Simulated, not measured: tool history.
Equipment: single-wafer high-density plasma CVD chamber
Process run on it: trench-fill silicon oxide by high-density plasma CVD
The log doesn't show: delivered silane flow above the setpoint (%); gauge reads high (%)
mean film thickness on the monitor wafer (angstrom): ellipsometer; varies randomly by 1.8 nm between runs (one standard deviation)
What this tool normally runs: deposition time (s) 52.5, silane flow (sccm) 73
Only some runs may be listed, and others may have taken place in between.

run,hour,deposition time (s),silane flow (sccm),wafers since the last listed run,hours since the silane flow controller was replaced,hours since the gauge calibration,"read-back reference wafer on the same gauge, thickness_nm",mean film thickness on the monitor wafer (angstrom)
1,0.0,52.5,73,0,4095.9,1401.9,365.127,3521.02
2,51.3,47.5,73,1223,4147.2,1453.2,364.940,3194.83
3,126.0,47.5,73,1781,4221.9,1527.9,364.727,3148.76
4,210.0,52.5,73,2003,4305.9,1611.9,364.851,3509.99
5,269.5,55.0,73,1418,4365.4,1671.4,364.964,3657.35
6,350.7,55.0,73,1936,4446.6,1752.6,365.062,3648.05
7,412.2,55.0,73,1466,4508.1,1814.1,364.949,3644.22
8,510.5,52.5,73,2344,4606.4,1912.4,365.233,3514.52
9,575.1,47.9,73,1540,4671.0,1977.0,365.303,3198.66
10,622.3,47.9,73,1125,4718.2,2024.2,365.265,3166.04
11,677.5,47.9,73,1316,4773.4,2079.4,365.266,3171.52
12,724.4,52.5,73,1118,4820.3,2126.3,365.315,3483.10
13,810.4,52.5,73,2050,4906.3,2212.3,365.205,3474.25
# hour 881.6: silane flow controller replaced
14,882.1,52.5,73,1519,0.5,2284.0,365.089,3600.05
15,966.6,52.5,73,2015,85.0,2368.5,365.243,3635.96
16,1065.9,52.5,73,2367,184.3,2467.8,364.603,3618.50
17,1135.1,52.5,73,1650,253.5,2537.0,364.988,3611.15
# hour 1153.5: gauge calibrated
18,1193.6,47.9,73,1395,312.0,40.1,365.202,3314.66
19,1237.0,52.5,73,1034,355.4,83.5,365.132,3628.71
20,1286.3,46.5,73,1175,404.7,132.8,364.740,3222.31
21,1327.3,44.9,59,977,445.7,173.8,364.705,2489.59
22,1416.2,52.5,63,2119,534.6,262.7,365.312,3110.75
23,1468.4,61.6,65,1244,586.8,314.9,364.904,3775.79
24,1561.4,52.5,81,2217,679.8,407.9,364.654,4012.94
25,1634.7,52.5,73,1747,753.1,481.2,365.157,3567.25
26,1688.8,59.2,69,1290,807.2,535.3,364.641,3844.29
27,1785.9,47.9,73,2315,904.3,632.4,364.497,3296.50
28,1833.5,47.9,73,1135,951.9,680.0,365.310,3279.19
29,1895.0,44.1,83,1466,1013.4,741.5,364.844,3407.25
30,1949.5,62.3,77,1299,1067.9,796.0,365.011,4520.66
31,2034.5,42.3,73,2026,1152.9,881.0,364.619,2910.90
32,2126.9,60.3,81,2203,1245.3,973.4,364.962,4563.13
33,2189.7,52.5,73,1497,1308.1,1036.2,365.019,3616.43
34,2249.8,52.5,73,1433,1368.2,1096.3,364.852,3571.00
35,2287.2,56.4,66,891,1405.6,1133.7,365.017,3461.26

What if the next run were any one of these 4? Each begins from the tool's condition after run 35:
A,2287.6,61.6,73,9,1406.0,1134.1,?,?
B,2287.6,58.8,79,9,1406.0,1134.1,?,?
C,2287.6,59.5,79,9,1406.0,1134.1,?,?
D,2287.6,56.6,69,9,1406.0,1134.1,?,?

run,"read-back reference wafer on the same gauge, thickness_nm",mean film thickness on the monitor wafer (angstrom)
A,364.815,4194.28
B,364.815,4332.69
C,364.815,4384.27
D,364.815,3642.66
Take away the tool's hidden state, keep each run's random variation, and the runs would have read:
run,mean film thickness on the monitor wafer (angstrom)
A,4247.26
B,4387.42
C,4439.66
D,3688.68

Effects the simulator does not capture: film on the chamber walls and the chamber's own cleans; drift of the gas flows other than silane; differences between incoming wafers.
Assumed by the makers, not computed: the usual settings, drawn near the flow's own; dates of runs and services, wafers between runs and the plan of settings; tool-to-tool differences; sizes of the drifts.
